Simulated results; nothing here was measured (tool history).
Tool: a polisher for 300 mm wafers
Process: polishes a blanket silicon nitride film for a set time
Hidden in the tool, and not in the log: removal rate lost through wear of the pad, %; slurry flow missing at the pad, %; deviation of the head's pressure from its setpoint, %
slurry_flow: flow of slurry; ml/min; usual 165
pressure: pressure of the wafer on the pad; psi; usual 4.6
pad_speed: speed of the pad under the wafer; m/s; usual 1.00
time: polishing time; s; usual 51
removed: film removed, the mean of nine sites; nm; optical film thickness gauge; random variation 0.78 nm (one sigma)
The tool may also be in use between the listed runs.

| run | hour | slurry_flow | pressure | pad_speed | time | wafers since the last listed run | wafers polished on this pad | hours since the slurry nozzle was cleaned | hours since the head pressure was calibrated | incoming thickness of the incoming film, nm | removed |
|---|---|---|---|---|---|---|---|---|---|---|---|
| 1 | 0.0 | 180 | 4.6 | 0.76 | 51 | 0 | 369 | 146.5 | 919.1 | 416.5 | 88.3 |
| 2 | 18.4 | 180 | 4.6 | 0.76 | 51 | 124 | 494 | 164.9 | 937.5 | 412.7 | 87.8 |
| 3 | 34.7 | 130 | 4.6 | 1.00 | 51 | 110 | 604 | 181.2 | 953.8 | 408.0 | 99.6 |
| 4 | 59.5 | 130 | 4.6 | 1.00 | 51 | 167 | 772 | 206.0 | 978.6 | 409.8 | 95.9 |
| 5 | 73.8 | 125 | 4.6 | 1.00 | 51 | 96 | 869 | 220.3 | 992.9 | 403.6 | 92.3 |
| 6 | 99.3 | 125 | 4.6 | 1.00 | 51 | 172 | 1041 | 245.8 | 1018.4 | 413.0 | 87.8 |
|  | 111.0 | slurry nozzle cleaned |
| 7 | 112.3 | 150 | 4.6 | 1.00 | 51 | 81 | 1123 | 1.3 | 1031.4 | 413.1 | 109.1 |
|  | 121.3 | head pressure recalibrated |
| 8 | 126.0 | 165 | 4.6 | 1.00 | 40 | 79 | 1202 | 15.0 | 4.7 | 404.5 | 93.7 |
|  | 144.6 | worn pad replaced by a new one |
| 9 | 193.2 | 165 | 3.1 | 1.00 | 51 | 427 | 329 | 82.2 | 71.9 | 415.0 | 96.4 |
| 10 | 223.3 | 200 | 3.8 | 0.86 | 42 | 203 | 532 | 112.3 | 102.0 | 402.3 | 79.3 |
| 11 | 246.9 | 165 | 3.5 | 1.00 | 41 | 159 | 692 | 135.9 | 125.6 | 412.1 | 81.3 |
| 12 | 276.5 | 130 | 4.6 | 1.00 | 51 | 200 | 892 | 165.5 | 155.2 | 407.1 | 109.3 |
|  | 305.5 | slurry nozzle cleaned |
| 13 | 310.6 | 165 | 5.6 | 1.00 | 63 | 224 | 1117 | 5.1 | 189.3 | 412.6 | 169.3 |
|  | 328.5 | worn pad replaced by a new one |
| 14 | 343.2 | 140 | 4.6 | 0.68 | 51 | 193 | 99 | 37.7 | 221.9 | 406.3 | 84.6 |
| 15 | 364.2 | 125 | 4.6 | 1.00 | 51 | 142 | 241 | 58.7 | 242.9 | 408.4 | 110.5 |
| 16 | 391.2 | 165 | 5.4 | 0.88 | 69 | 182 | 424 | 85.7 | 269.9 | 410.1 | 159.9 |

5 ways to go on from here, each from the tool as it stands after run 16. What would each give?
| A | 391.6 | 165 | 4.6 | 1.00 | 51 | 2 | 427 | 86.1 | 270.3 | 411.8 | ? |
| B | 391.6 | 125 | 3.7 | 1.00 | 51 | 2 | 427 | 86.1 | 270.3 | 411.8 | ? |
| C | 391.6 | 120 | 4.6 | 0.90 | 57 | 2 | 427 | 86.1 | 270.3 | 411.8 | ? |
| D | 391.6 | 115 | 3.4 | 1.00 | 46 | 2 | 427 | 86.1 | 270.3 | 411.8 | ? |
| E | 391.6 | 195 | 4.6 | 1.12 | 51 | 2 | 427 | 86.1 | 270.3 | 411.8 | ? |

| run | removed |
|---|---|
| A | 119.5 |
| B | 99.1 |
| C | 114.0 |
| D | 83.4 |
| E | 134.7 |
Without the tool's hidden state the same runs would have given:
| run | removed |
|---|---|
| A | 121.4 |
| B | 101.2 |
| C | 116.6 |
| D | 85.4 |
| E | 136.6 |

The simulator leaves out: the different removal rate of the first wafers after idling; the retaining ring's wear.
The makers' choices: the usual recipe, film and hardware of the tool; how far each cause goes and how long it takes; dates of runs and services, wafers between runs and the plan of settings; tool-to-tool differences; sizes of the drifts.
